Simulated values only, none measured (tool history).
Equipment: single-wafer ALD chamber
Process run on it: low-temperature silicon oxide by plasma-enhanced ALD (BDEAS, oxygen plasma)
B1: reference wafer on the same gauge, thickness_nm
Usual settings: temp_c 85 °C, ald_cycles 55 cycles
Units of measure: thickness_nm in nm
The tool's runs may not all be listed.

run 1 hour=0 | temp_c=73 ald_cycles=55 | B1=8.721 | thickness_nm=8.449
run 2 hour=108 | temp_c=73 ald_cycles=55 | B1=8.723 | thickness_nm=8.419
run 3 hour=150.6 | temp_c=85 ald_cycles=52 | B1=8.723 | thickness_nm=7.719
run 4 hour=246.3 | temp_c=85 ald_cycles=52 | B1=8.713 | thickness_nm=7.683
run 5 hour=330.1 | temp_c=85 ald_cycles=55 | B1=8.719 | thickness_nm=8.084
run 6 hour=372.3 | temp_c=85 ald_cycles=55 | B1=8.714 | thickness_nm=8.144
run 7 hour=472.5 | temp_c=85 ald_cycles=55 | B1=8.718 | thickness_nm=8.128
run 8 hour=545.5 | temp_c=94 ald_cycles=55 | B1=8.729 | thickness_nm=7.908
run 9 hour=601.8 | temp_c=85 ald_cycles=55 | B1=8.714 | thickness_nm=8.171
run 10 hour=676.3 | temp_c=90 ald_cycles=62 | B1=8.73 | thickness_nm=9.02
run 11 hour=735.6 | temp_c=90 ald_cycles=62 | B1=8.716 | thickness_nm=9.044
run 12 hour=797.3 | temp_c=93 ald_cycles=46 | B1=8.725 | thickness_nm=6.624
run 13 hour=888.9 | temp_c=85 ald_cycles=55 | B1=8.723 | thickness_nm=8.138
run 14 hour=936.7 | temp_c=97 ald_cycles=59 | B1=8.716 | thickness_nm=8.449
run 15 hour=1041.6 | temp_c=81 ald_cycles=63 | B1=8.722 | thickness_nm=9.472
run 16 hour=1134 | temp_c=85 ald_cycles=55 | B1=8.729 | thickness_nm=8.15
run 17 hour=1210.3 | temp_c=76 ald_cycles=61 | B1=8.711 | thickness_nm=9.254
run 18 hour=1272.7 | temp_c=85 ald_cycles=64 | B1=8.72 | thickness_nm=9.505
run 19 hour=1345.9 | temp_c=78 ald_cycles=55 | B1=8.726 | thickness_nm=8.314
run 20 hour=1434.7 | temp_c=92 ald_cycles=51 | B1=8.722 | thickness_nm=7.408
run 21 hour=1501.8 | temp_c=85 ald_cycles=55 | B1=8.725 | thickness_nm=8.124
run 22 hour=1541.4 | temp_c=90 ald_cycles=60 | B1=8.71 | thickness_nm=8.726

Not shown: 2 entries that the log had between the listed runs. Between which runs, and how does the tool's hidden state differ before and after?
Run 9 -> run 10: gauge calibrated (hour 602.8)
  both runs share identical hidden conditions
Run 15 -> run 16: thermocouple changed; heater temperature recalibrated (hour 1129)
  both runs share identical hidden conditions
